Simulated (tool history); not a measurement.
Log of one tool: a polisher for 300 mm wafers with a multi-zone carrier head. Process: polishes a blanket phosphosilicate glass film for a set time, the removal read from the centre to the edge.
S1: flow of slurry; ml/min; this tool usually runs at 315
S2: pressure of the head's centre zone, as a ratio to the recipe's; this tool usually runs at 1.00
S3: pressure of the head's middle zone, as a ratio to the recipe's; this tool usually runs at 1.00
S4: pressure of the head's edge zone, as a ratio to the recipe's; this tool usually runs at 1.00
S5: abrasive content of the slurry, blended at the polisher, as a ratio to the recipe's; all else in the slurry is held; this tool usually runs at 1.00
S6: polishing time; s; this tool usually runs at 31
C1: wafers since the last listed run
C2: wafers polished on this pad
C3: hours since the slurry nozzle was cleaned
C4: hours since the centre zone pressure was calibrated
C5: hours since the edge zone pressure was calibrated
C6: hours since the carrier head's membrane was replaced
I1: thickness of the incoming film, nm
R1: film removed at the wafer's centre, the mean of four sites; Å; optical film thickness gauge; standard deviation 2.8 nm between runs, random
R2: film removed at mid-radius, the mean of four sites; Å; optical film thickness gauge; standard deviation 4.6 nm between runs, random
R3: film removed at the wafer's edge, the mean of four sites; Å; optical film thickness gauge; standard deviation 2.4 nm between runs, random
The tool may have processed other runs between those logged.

run    hour   S1    S2    S3    S4    S5  S6   C1    C2     C3      C4     C5      C6      I1    R1    R2    R3
  1     0.0  315  0.93  1.00  1.07  1.00  31    0   115   73.8   691.5    0.5   874.7  2864.7  2953  3302  3481
  2    40.6  315  1.00  1.00  1.00  1.00  31  268   384  114.4   732.1   41.1   915.3  2850.5  3128  3386  3359
  3    83.7  315  1.00  1.00  1.00  1.00  31  284   668  157.5   775.2   84.2   958.4  2880.1  3080  3328  3366
  4   116.5  315  1.00  1.00  1.00  1.00  31  216   885  190.3   808.0  117.0   991.2  2854.3  3084  3473  3391
  5   178.1  315  1.00  1.00  1.00  0.85  31  407  1292  251.9   869.6  178.6  1052.8  2872.4  2805  2948  3069
      181.8  -- slurry nozzle cleaned
      186.0  -- worn pad replaced by a new one
  6   226.8  340  1.00  1.00  1.00  1.00  31  288   269   45.0   918.3  227.3  1101.5  2851.1  3086  3429  3369
  7   280.3  340  1.00  1.00  1.00  1.00  31  353   622   98.5   971.8  280.8  1155.0  2873.0  3059  3426  3381
  8   332.1  315  1.00  1.00  1.00  1.10  31  342   965  150.3  1023.6  332.6  1206.8  2886.5  3224  3545  3597
      355.8  -- carrier head's membrane replaced by a new one
      391.6  -- worn pad replaced by a new one
  9   392.1  315  1.00  1.00  1.00  1.10  31  336     3  210.3  1083.6  392.6    36.3  2896.2  3183  3638  3586
      404.5  -- slurry nozzle cleaned
 10   453.2  315  1.00  1.00  1.00  1.00  31  397   400   48.7  1144.7  453.7    97.4  2822.8  3056  3339  3332
      480.4  -- centre zone pressure recalibrated
 11   495.0  225  1.00  1.00  1.00  1.00  24  262   663   90.5    14.6  495.5   139.2  2852.6  2415  2484  2517
 12   535.9  315  1.00  1.00  1.00  1.00  31  270   933  131.4    55.5  536.4   180.1  2832.8  3236  3389  3387
      581.7  -- worn pad replaced by a new one
      604.3  -- edge zone pressure recalibrated
 13   605.6  315  1.00  1.00  1.00  1.00  31  420   144  201.1   125.2    1.3   249.8  2812.5  3260  3302  3399
      663.2  -- slurry nozzle cleaned
 14   672.3  240  1.00  0.91  0.90  1.15  31  434   579    9.1   191.9   68.0   316.5  2842.5  3415  3254  3344
 15   737.7  315  1.00  0.91  1.00  1.00  31  432  1011   74.5   257.3  133.4   381.9  2846.5  3212  3083  3359
      764.2  -- worn pad replaced by a new one
 16   793.8  395  1.00  1.06  1.00  1.00  31  344   195  130.6   313.4  189.5   438.0  2832.1  3362  3664  3385
 17   856.1  360  1.00  0.95  1.00  1.20  34  411   607  192.9   375.7  251.8   500.3  2881.2  3895  3972  4134
 18   907.5  315  0.90  0.93  1.00  0.70  23  339   946  244.3   427.1  303.2   551.7  2866.6  1695  1833  1954
      920.1  -- slurry nozzle cleaned
      967.2  -- worn pad replaced by a new one
 19   978.3  385  1.11  1.00  1.00  1.00  36  434    73   58.2   497.9  374.0   622.5  2861.1  4074  4000  4011
 20  1009.7  405  1.07  1.00  1.00  1.25  34  207   280   89.6   529.3  405.4   653.9  2799.6  4214  4361  4198

Below are 5 alternative next runs, each starting from the tool's condition after run 20. Predict each:
  A  1010.1  315  1.00  1.00  1.00  1.00  31   2  283  90.0  529.7  405.8  654.3  2870.1   ?   ?   ?
  B  1010.1  315  0.93  1.00  1.00  1.00  22   2  283  90.0  529.7  405.8  654.3  2870.1   ?   ?   ?
  C  1010.1  315  1.10  1.00  1.09  1.00  36   2  283  90.0  529.7  405.8  654.3  2870.1   ?   ?   ?
  D  1010.1  315  1.04  1.00  1.00  1.00  31   2  283  90.0  529.7  405.8  654.3  2870.1   ?   ?   ?
  E  1010.1  315  1.00  1.04  1.00  1.00  31   2  283  90.0  529.7  405.8  654.3  2870.1   ?   ?   ?

run    R1    R2    R3
  A  3180  3399  3386
  B  2132  2413  2403
  C  3985  3945  4103
  D  3280  3399  3386
  E  3181  3514  3384
Take away the tool's hidden state, keep each run's random variation, and the runs would have read:
run    R1    R2    R3
  A  3328  3398  3386
  B  2232  2412  2403
  C  4170  3944  4103
  D  3433  3398  3386
  E  3329  3513  3384

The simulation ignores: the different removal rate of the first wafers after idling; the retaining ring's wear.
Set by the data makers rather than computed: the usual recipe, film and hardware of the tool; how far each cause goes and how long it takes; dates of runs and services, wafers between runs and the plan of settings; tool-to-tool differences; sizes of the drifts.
